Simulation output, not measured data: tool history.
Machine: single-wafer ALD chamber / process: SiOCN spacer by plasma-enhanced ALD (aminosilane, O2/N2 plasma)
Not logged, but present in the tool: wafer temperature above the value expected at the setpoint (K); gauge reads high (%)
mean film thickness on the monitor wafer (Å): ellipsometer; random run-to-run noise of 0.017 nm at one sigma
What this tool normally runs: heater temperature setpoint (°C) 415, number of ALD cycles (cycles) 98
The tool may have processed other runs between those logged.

run,hour,heater temperature setpoint (°C),number of ALD cycles (cycles),wafers since the last listed run,hours since the last thermocouple change,hours since the gauge calibration,"read-back reference wafer on the same gauge, thickness_nm",mean film thickness on the monitor wafer (Å)
1,0,415,98,0,1205.3,1395,4.779,54.9
2,75.8,415,98,282,1281.1,1470.8,4.784,54.75
3,147.8,415,83,268,1353.1,1542.8,4.779,46.03
4,193.3,415,98,169,1398.6,1588.3,4.778,54.82
5,290.2,415,98,361,1495.5,1685.2,4.772,54.51
6,364.8,415,98,278,1570.1,1759.8,4.769,54.13
7,459.3,415,98,352,1664.6,1854.3,4.766,54.54
8,502,415,98,159,1707.3,1897,4.763,54.5
9,538.5,415,98,136,1743.8,1933.5,4.757,54.72
10,626.7,415,98,328,1832,2021.7,4.759,54.71
11,942.7,415,98,1178,2148,2337.7,4.744,54.23
12,984.1,426,98,154,2189.4,2379.1,4.74,52.67
13,1218.6,426,98,874,2423.9,2613.6,4.73,52.59
14,1257.3,415,98,144,2462.6,2652.3,4.733,54.25
15,1298.1,415,98,152,2503.4,2693.1,4.732,54.34
16,1371.3,415,93,272,2576.6,2766.3,4.724,51.07
17,1410.5,415,93,146,2615.8,2805.5,4.729,51.02
18,1463.5,415,93,197,2668.8,2858.5,4.72,51.31
19,1555.9,415,98,344,2761.2,2950.9,4.717,53.76
20,1661.2,415,98,392,2866.5,3056.2,4.719,53.99
21,1730.1,415,98,256,2935.4,3125.1,4.711,53.8
# hour 1783.9: thermocouple changed; heater temperature recalibrated
22,1790.9,410,111,196,7,3185.9,4.708,61.52
23,1856.7,420,83,245,72.8,3251.7,4.702,44.99
# hour 1863.9: gauge calibrated
24,1952.2,415,98,356,168.3,88.3,4.791,55.05
25,2036.7,422,89,315,252.8,172.8,4.788,48.5
26,2335.6,424,89,1114,551.7,471.7,4.771,48.35
27,2442,409,85,396,658.1,578.1,4.771,48.46
28,2517,423,98,279,733.1,653.1,4.767,53.17
29,2556.8,407,86,148,772.9,692.9,4.762,48.87
30,2644.5,415,87,327,860.6,780.6,4.761,48.36
31,2722,405,111,288,938.1,858.1,4.753,63.25
32,2827.2,415,118,392,1043.3,963.3,4.757,65.38
33,2868.5,423,107,153,1084.6,1004.6,4.751,58.03
34,2953.2,401,79,315,1169.3,1089.3,4.745,45.47
35,2993.3,415,98,149,1209.4,1129.4,4.745,53.88
36,3064.4,415,98,265,1280.5,1200.5,4.743,53.98
37,3332.4,407,91,999,1548.5,1468.5,4.73,51.48
38,3393.3,415,98,227,1609.4,1529.4,4.729,54.15
39,3471.7,415,112,292,1687.8,1607.8,4.725,61.81
40,3551.4,405,89,297,1767.5,1687.5,4.716,50.27
41,3603.3,415,98,193,1819.4,1739.4,4.721,53.91
42,3673.5,405,104,261,1889.6,1809.6,4.714,59.07

4 ways to go on from here, each from the tool as it stands after run 42. What would each give?
A,3674.1,415,98,2,1890.2,1810.2,?,?
B,3674.1,401,86,2,1890.2,1810.2,?,?
C,3674.1,415,109,2,1890.2,1810.2,?,?
D,3674.1,425,116,2,1890.2,1810.2,?,?

run,"read-back reference wafer on the same gauge, thickness_nm",mean film thickness on the monitor wafer (Å)
A,4.721,53.87
B,4.721,49.1
C,4.721,59.92
D,4.721,62
The same runs, with their run-to-run variation unchanged, on a tool lacking any hidden condition would have given:
run,mean film thickness on the monitor wafer (Å)
A,55.17
B,50.29
C,61.36
D,63.5

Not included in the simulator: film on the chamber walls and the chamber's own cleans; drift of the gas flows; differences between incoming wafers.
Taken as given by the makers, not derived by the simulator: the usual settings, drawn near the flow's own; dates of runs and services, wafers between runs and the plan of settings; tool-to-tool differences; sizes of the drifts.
